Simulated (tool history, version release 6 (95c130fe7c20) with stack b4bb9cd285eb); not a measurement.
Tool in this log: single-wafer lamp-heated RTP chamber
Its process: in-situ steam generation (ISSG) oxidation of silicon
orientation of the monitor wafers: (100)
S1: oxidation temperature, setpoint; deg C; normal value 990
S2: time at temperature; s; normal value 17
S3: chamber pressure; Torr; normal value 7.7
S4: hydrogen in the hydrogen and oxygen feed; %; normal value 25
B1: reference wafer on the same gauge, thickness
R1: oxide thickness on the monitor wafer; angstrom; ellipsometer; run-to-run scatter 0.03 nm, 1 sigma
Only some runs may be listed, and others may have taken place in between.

run	day	S1	S2	S3	S4	B1	R1
1	0.000	990	17	6.9	25	4.557	57.08
2	4.600	990	17	7.7	25	4.543	57.54
3	8.579	990	17	7.7	25	4.536	57.48
# day 8.662: gauge calibrated
4	12.471	990	17	7.7	25	4.535	57.70
5	19.621	990	17	7.7	25	4.543	57.35
6	21.800	990	17	7.7	25	4.544	57.36
# day 23.358: pyrometer window cleaned and pyrometer calibrated
7	26.238	990	17	7.7	25	4.533	56.00
8	28.817	990	17	7.7	25	4.539	56.08
9	30.600	997	17	7.7	25	4.542	58.26
10	34.367	997	17	7.7	25	4.542	58.35
# day 36.904: hydrogen flow controller replaced
11	37.642	990	17	7.7	25	4.527	57.03
12	41.554	990	17	7.7	25	4.539	56.73
13	44.896	990	17	7.7	25	4.524	57.49
14	49.250	984	19	6.9	15	4.542	51.74
# day 49.262: gauge calibrated
15	52.871	980	17	9.0	25	4.536	54.44
16	55.708	990	17	6.9	32	4.530	61.50
# day 58.129: pressure gauge zeroed
17	62.467	990	11	6.9	25	4.551	47.61
18	64.754	981	17	7.7	25	4.540	55.47
# day 66.333: pyrometer window cleaned and pyrometer calibrated
19	67.667	990	17	7.7	18	4.541	51.50
20	70.888	990	17	8.8	25	4.542	55.67
21	74.246	990	17	7.7	29	4.534	58.32
22	76.479	990	17	8.8	16	4.536	50.70
23	80.004	971	15	7.7	16	4.541	45.58
24	82.562	990	17	7.7	25	4.538	57.56
25	86.921	990	21	6.9	25	4.542	62.08
26	89.783	984	19	6.9	15	4.531	51.88

Predict each of these 4 candidate next runs independently; none follows another, all start after run 26:
A	89.800	979	17	7.7	25	?	?
B	89.800	990	13	8.6	17	?	?
C	89.800	996	23	7.7	32	?	?
D	89.800	990	15	7.7	25	?	?

run	B1	R1
A	4.540	55.46
B	4.540	46.56
C	4.540	72.56
D	4.540	54.69
With no hidden state in the tool, these same runs would have given:
run	R1
A	53.72
B	45.14
C	69.79
D	52.92
